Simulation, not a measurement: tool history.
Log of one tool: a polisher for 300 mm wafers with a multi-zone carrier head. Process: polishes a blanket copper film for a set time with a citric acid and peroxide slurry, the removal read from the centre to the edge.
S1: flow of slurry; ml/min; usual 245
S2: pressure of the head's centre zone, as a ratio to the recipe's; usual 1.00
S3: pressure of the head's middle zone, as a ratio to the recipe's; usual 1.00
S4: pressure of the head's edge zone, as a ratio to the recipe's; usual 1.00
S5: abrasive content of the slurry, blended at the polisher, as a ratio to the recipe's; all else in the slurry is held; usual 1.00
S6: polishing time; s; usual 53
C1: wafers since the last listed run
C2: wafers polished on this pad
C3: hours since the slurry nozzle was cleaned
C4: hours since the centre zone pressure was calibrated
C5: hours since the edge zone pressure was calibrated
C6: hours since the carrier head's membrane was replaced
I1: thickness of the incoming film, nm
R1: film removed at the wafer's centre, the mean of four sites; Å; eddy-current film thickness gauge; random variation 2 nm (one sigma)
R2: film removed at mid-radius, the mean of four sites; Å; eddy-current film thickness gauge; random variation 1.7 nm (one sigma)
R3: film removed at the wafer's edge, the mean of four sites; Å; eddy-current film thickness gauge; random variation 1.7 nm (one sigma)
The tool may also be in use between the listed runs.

run	day	S1	S2	S3	S4	S5	S6	C1	C2	C3	C4	C5	C6	I1	R1	R2	R3
1	0.000	245	1.00	1.00	1.00	1.00	53	0	1316	74.3	281.1	1061.3	563.7	1075.6	1415	1411	1406
2	0.950	245	1.00	1.00	1.00	1.00	53	282	1598	97.1	303.9	1084.1	586.5	1101.2	1365	1353	1380
# day 1.675: worn pad replaced by a new one
3	2.075	245	1.00	1.00	1.00	1.00	53	285	118	124.1	330.9	1111.1	613.5	1091.1	1498	1501	1485
4	2.675	245	1.00	1.00	1.00	1.00	64	178	297	138.5	345.3	1125.5	627.9	1122.6	1797	1811	1809
5	3.400	245	1.00	1.00	1.00	1.00	53	215	512	155.9	362.7	1142.9	645.3	1097.7	1522	1474	1476
6	4.671	245	1.00	1.00	1.00	1.00	53	378	891	186.4	393.2	1173.4	675.8	1119.2	1473	1468	1481
# day 5.325: centre zone pressure recalibrated
7	6.083	245	1.00	1.00	1.00	1.00	53	395	1286	220.3	18.2	1207.3	709.7	1112.7	1438	1418	1406
# day 7.021: worn pad replaced by a new one
8	7.296	300	1.00	1.00	1.00	1.00	65	311	81	249.4	47.3	1236.4	738.8	1093.9	1884	1888	1893
# day 8.250: carrier head's membrane replaced by a new one
# day 8.371: edge zone pressure recalibrated
9	8.658	245	1.06	1.00	1.10	1.00	68	318	400	282.1	80.0	6.9	9.8	1092.6	2012	1880	2022
10	9.233	305	1.00	1.00	1.00	1.00	53	171	571	295.9	93.8	20.7	23.6	1092.6	1518	1492	1485
11	10.317	245	1.00	1.03	1.00	0.85	53	322	893	321.9	119.8	46.7	49.6	1107.7	1398	1409	1399
12	11.104	245	1.00	1.00	0.90	1.00	71	234	1128	340.8	138.7	65.6	68.5	1112.2	1959	1899	1818
# day 12.079: slurry nozzle cleaned
13	12.708	245	1.00	1.11	1.00	1.00	53	464	1593	15.1	177.2	104.1	107.0	1087.9	1373	1457	1353
# day 13.321: worn pad replaced by a new one
14	13.933	245	1.00	1.07	1.00	1.00	53	314	182	44.5	206.6	133.5	136.4	1087.4	1467	1554	1457
15	14.671	205	1.06	1.00	1.00	1.00	53	219	401	62.2	224.3	151.2	154.1	1100.1	1547	1431	1429
16	15.171	220	1.00	0.89	1.00	1.00	53	148	550	74.2	236.3	163.2	166.1	1108.3	1474	1348	1447
17	16.304	270	1.09	1.04	1.00	1.00	53	337	887	101.4	263.5	190.4	193.3	1092.3	1565	1486	1473
18	16.808	245	1.00	1.00	1.00	0.90	53	150	1037	113.5	275.6	202.5	205.4	1076.8	1440	1398	1399
19	17.412	290	1.03	1.07	1.00	1.00	37	179	1217	128.0	290.1	217.0	219.9	1117.6	1027	1047	989
20	17.938	245	1.00	1.00	1.00	1.00	53	156	1373	140.6	302.7	229.6	232.5	1105.6	1402	1346	1357
# day 18.725: worn pad replaced by a new one
21	19.417	245	1.00	1.00	1.00	1.00	53	390	206	176.1	338.2	265.1	268.0	1104.7	1517	1469	1503

4 ways to go on from here, each from the tool as it stands after run 21. What would each give?
A	19.433	245	1.00	1.00	1.00	1.00	53	4	211	176.5	338.6	265.5	268.4	1109.8	?	?	?
B	19.433	245	1.00	1.05	1.00	1.00	53	4	211	176.5	338.6	265.5	268.4	1109.8	?	?	?
C	19.433	245	1.00	0.94	0.93	0.75	43	4	211	176.5	338.6	265.5	268.4	1109.8	?	?	?
D	19.433	180	1.00	1.00	0.91	1.20	59	4	211	176.5	338.6	265.5	268.4	1109.8	?	?	?

run	R1	R2	R3
A	1517	1494	1514
B	1517	1541	1513
C	1139	1079	1099
D	1708	1688	1650
Without the tool's hidden state the same runs would have given:
run	R1	R2	R3
A	1521	1498	1518
B	1522	1546	1517
C	1142	1082	1102
D	1713	1693	1655
